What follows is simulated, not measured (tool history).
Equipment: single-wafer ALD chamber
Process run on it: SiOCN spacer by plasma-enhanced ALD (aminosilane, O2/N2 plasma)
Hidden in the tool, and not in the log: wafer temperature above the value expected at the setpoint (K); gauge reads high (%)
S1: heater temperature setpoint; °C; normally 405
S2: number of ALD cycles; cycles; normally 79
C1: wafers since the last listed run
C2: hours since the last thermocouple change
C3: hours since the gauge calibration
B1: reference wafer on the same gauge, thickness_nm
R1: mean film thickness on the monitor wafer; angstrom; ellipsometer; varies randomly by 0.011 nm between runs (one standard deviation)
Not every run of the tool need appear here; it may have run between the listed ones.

run   hour   S1  S2   C1      C2     C3     B1     R1
  1      0  405  79    0  1114.8   39.9  3.881  43.78
  2   19.2  405  79   61    1134   59.1  3.881  43.75
  3   50.6  405  86  100  1165.4   90.5  3.879  47.63
  4     72  405  86   68  1186.8  111.9  3.881  47.76
  5  100.9  405  72   92  1215.7  140.8  3.881  39.84
  6  131.8  405  79   98  1246.6  171.7   3.88  43.68
  7  146.2  405  67   45    1261  186.1  3.878  37.15
  8  173.2  405  67   86    1288  213.1   3.88  37.22
  9  195.4  410  73   70  1310.2  235.3  3.879  39.97
 10    226  405  79   97  1340.8  265.9  3.881  43.81
 11  240.1  405  79   44  1354.9    280  3.882  43.79
 12  268.4  394  93   90  1383.2  308.3  3.879  52.43
     288.7  -- gauge calibrated
     298.6  -- thermocouple changed; heater temperature recalibrated
 13  299.1  419  94   72     0.5   10.4  3.881  50.46
 14  322.7  412  74   75    24.1     34  3.879  40.22
 15  342.4  412  86   62    43.8   53.7   3.88   46.6
 16  369.4  405  67   86    70.8   80.7  3.881  37.07
 17  388.8  394  79   61    90.2  100.1   3.88  44.42

Take each entry between the runs: how does the hidden state at the last listed run before it differ from the hidden state at the first listed run after it?
Logged between run 12 and run 13: gauge calibrated (hour 288.7); thermocouple changed; heater temperature recalibrated (hour 298.6)
  no difference in the tool's unlogged condition between these two runs
